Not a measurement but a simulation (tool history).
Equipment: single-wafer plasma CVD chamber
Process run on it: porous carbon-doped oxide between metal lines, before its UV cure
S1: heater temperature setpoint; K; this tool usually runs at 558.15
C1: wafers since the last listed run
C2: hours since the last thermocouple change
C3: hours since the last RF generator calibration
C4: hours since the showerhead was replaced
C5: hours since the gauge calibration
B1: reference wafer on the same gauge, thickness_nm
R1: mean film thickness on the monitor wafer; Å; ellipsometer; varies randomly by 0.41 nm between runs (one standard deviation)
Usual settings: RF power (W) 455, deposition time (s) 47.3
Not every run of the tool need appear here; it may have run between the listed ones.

Run 1, hour 0.0: usual settings but RF power (W) 410; C1 0; C2 1679.8; C3 1916.2; C4 4752.6; C5 73.4; B1 238.032. Result: R1 2435.03 Å.
Run 2, hour 7.2: usual settings; C1 204; C2 1687.0; C3 1923.4; C4 4759.8; C5 80.6; B1 238.010. Result: R1 2644.60 Å.
Run 3, hour 20.9: usual settings; C1 389; C2 1700.7; C3 1937.1; C4 4773.5; C5 94.3; B1 238.114. Result: R1 2643.85 Å.
Run 4, hour 44.4: usual settings; C1 668; C2 1724.2; C3 1960.6; C4 4797.0; C5 117.8; B1 238.256. Result: R1 2640.68 Å.
Run 5, hour 54.2: usual settings; C1 278; C2 1734.0; C3 1970.4; C4 4806.8; C5 127.6; B1 237.996. Result: R1 2639.85 Å.
At hour 67.0: gauge calibrated.
Run 6, hour 68.3: usual settings; C1 401; C2 1748.1; C3 1984.5; C4 4820.9; C5 1.3; B1 237.998. Result: R1 2645.36 Å.
Run 7, hour 76.8: usual settings; C1 241; C2 1756.6; C3 1993.0; C4 4829.4; C5 9.8; B1 238.073. Result: R1 2646.69 Å.
Run 8, hour 89.1: usual settings; C1 350; C2 1768.9; C3 2005.3; C4 4841.7; C5 22.1; B1 237.938. Result: R1 2642.26 Å.
Run 9, hour 105.0: usual settings; C1 452; C2 1784.8; C3 2021.2; C4 4857.6; C5 38.0; B1 237.818. Result: R1 2636.86 Å.
Run 10, hour 117.7: usual settings but S1 552.15 K, RF power (W) 500, deposition time (s) 43.2; C1 361; C2 1797.5; C3 2033.9; C4 4870.3; C5 50.7; B1 237.881. Result: R1 2687.89 Å.
At hour 135.7: showerhead replaced.
At hour 140.3: RF generator calibrated.
Run 11, hour 140.8: usual settings; C1 296; C2 1820.6; C3 0.5; C4 5.1; C5 73.8; B1 238.124. Result: R1 2536.08 Å.
Run 12, hour 152.4: usual settings but S1 572.15 K; C1 330; C2 1832.2; C3 12.1; C4 16.7; C5 85.4; B1 238.034. Result: R1 2352.05 Å.
Run 13, hour 162.6: usual settings but S1 551.15 K, RF power (W) 425; C1 290; C2 1842.4; C3 22.3; C4 26.9; C5 95.6; B1 237.914. Result: R1 2494.63 Å.
At hour 179.8: thermocouple changed; heater temperature recalibrated.
Run 14, hour 180.3: usual settings but RF power (W) 500, deposition time (s) 41.2; C1 276; C2 0.5; C3 40.0; C4 44.6; C5 113.3; B1 237.914. Result: R1 2378.93 Å.
At hour 187.5: gauge calibrated.
At hour 196.7: RF generator calibrated, repeated, since the last time left the tool worse.
Run 15, hour 197.2: usual settings; C1 253; C2 17.4; C3 0.5; C4 61.5; C5 9.7; B1 238.031. Result: R1 2749.08 Å.
Run 16, hour 204.9: usual settings; C1 219; C2 25.1; C3 8.2; C4 69.2; C5 17.4; B1 237.937. Result: R1 2757.77 Å.
Run 17, hour 221.7: usual settings but RF power (W) 400; C1 478; C2 41.9; C3 25.0; C4 86.0; C5 34.2; B1 237.834. Result: R1 2487.80 Å.
Run 18, hour 232.2: usual settings; C1 298; C2 52.4; C3 35.5; C4 96.5; C5 44.7; B1 237.934. Result: R1 2753.31 Å.
Run 19, hour 241.5: usual settings but deposition time (s) 53.0; C1 264; C2 61.7; C3 44.8; C4 105.8; C5 54.0; B1 238.009. Result: R1 3071.95 Å.

Branching from run 19: 5 alternative next runs. What would each branch give?
Run A, hour 241.9: usual settings; C1 11; C2 62.1; C3 45.2; C4 106.2; C5 54.4; B1 ?. Result: R1 ?.
Run B, hour 241.9: usual settings but S1 569.15 K; C1 11; C2 62.1; C3 45.2; C4 106.2; C5 54.4; B1 ?. Result: R1 ?.
Run C, hour 241.9: usual settings but S1 549.15 K, RF power (W) 405, deposition time (s) 56.2; C1 11; C2 62.1; C3 45.2; C4 106.2; C5 54.4; B1 ?. Result: R1 ?.
Run D, hour 241.9: usual settings but RF power (W) 540; C1 11; C2 62.1; C3 45.2; C4 106.2; C5 54.4; B1 ?. Result: R1 ?.
Run E, hour 241.9: usual settings but S1 544.15 K, RF power (W) 525, deposition time (s) 40.1; C1 11; C2 62.1; C3 45.2; C4 106.2; C5 54.4; B1 ?. Result: R1 ?.

run       B1       R1
  A  238.167  2758.20
  B  238.167  2601.58
  C  238.167  3131.93
  D  238.167  3099.53
  E  238.167  2799.83
The same runs, with their run-to-run variation unchanged, on a tool lacking any hidden condition would have given:
run       R1
  A  2762.13
  B  2605.29
  C  3136.71
  D  3103.58
  E  2803.49
